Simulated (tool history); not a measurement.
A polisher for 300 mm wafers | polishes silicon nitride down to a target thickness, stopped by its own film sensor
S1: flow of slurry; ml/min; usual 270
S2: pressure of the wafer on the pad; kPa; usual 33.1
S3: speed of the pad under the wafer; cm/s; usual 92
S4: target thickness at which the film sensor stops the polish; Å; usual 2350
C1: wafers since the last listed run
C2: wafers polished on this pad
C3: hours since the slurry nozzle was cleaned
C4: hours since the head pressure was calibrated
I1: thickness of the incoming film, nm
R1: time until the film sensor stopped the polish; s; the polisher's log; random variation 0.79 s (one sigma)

run   hour   S1    S2   S3    S4   C1    C2     C3      C4     I1     R1
  1    0.0  270  33.1   92  2350    0    95  113.2  1020.1  420.1   98.3
  2   12.8  270  33.1   92  2350  128   224  126.0  1032.9  421.2   98.6
  3   30.0  270  33.1   92  2350  173   397  143.2  1050.1  415.1   96.4
  4   81.4  270  33.1   92  2350  517   915  194.6  1101.5  421.8  104.3
      82.5  -- slurry nozzle cleaned
  5   93.8  270  33.1   92  2350  114  1030   11.3  1113.9  426.3   99.4
      99.1  -- worn pad replaced by a new one, of another model than before
  6  111.6  270  33.1   92  2350  139   125   29.1  1131.7  420.7   98.2
  7  128.6  270  33.1   92  2350  171   297   46.1  1148.7  414.6   94.6
     132.8  -- head pressure recalibrated
  8  138.5  270  33.1   92  2350   79   376   56.0     5.7  420.2   98.1
  9  151.1  195  21.4  118  1800  126   503   68.6    18.3  420.6  134.7
 10  186.5  270  33.1   92  2350  356   860  104.0    53.7  415.4   94.8
 11  197.0  270  33.1   92  1720  105   965  114.5    64.2  411.6  127.0
     210.3  -- worn pad replaced by a new one
 12  213.3  270  33.1   92  2350  123    30  130.8    80.5  421.0   99.5
 13  222.8  270  33.1   92  2350   95   126  140.3    90.0  418.7   97.5
 14  231.6  235  25.5   64  2540   88   214  149.1    98.8  419.7  119.8
 15  237.8  270  30.3  104  2350   62   277  155.3   105.0  414.1   93.7
 16  248.1  270  24.8   76  2350  103   380  165.6   115.3  419.5  124.4
 17  255.6  270  33.1   92  2560   75   456  173.1   122.8  422.8   88.5

3 ways to go on from here, each from the tool as it stands after run 17. What would each give?
  A  256.1  270  33.1  92  2350   5  461  173.6  123.3  418.1   ?
  B  256.1  270  33.1  80  1950   5  461  173.6  123.3  418.1   ?
  C  256.1  270  39.3  92  2350   5  461  173.6  123.3  418.1   ?

run     R1
  A   98.0
  B  128.7
  C   90.1
Without the tool's hidden state the same runs would have given:
run     R1
  A   95.7
  B  125.8
  C   88.0

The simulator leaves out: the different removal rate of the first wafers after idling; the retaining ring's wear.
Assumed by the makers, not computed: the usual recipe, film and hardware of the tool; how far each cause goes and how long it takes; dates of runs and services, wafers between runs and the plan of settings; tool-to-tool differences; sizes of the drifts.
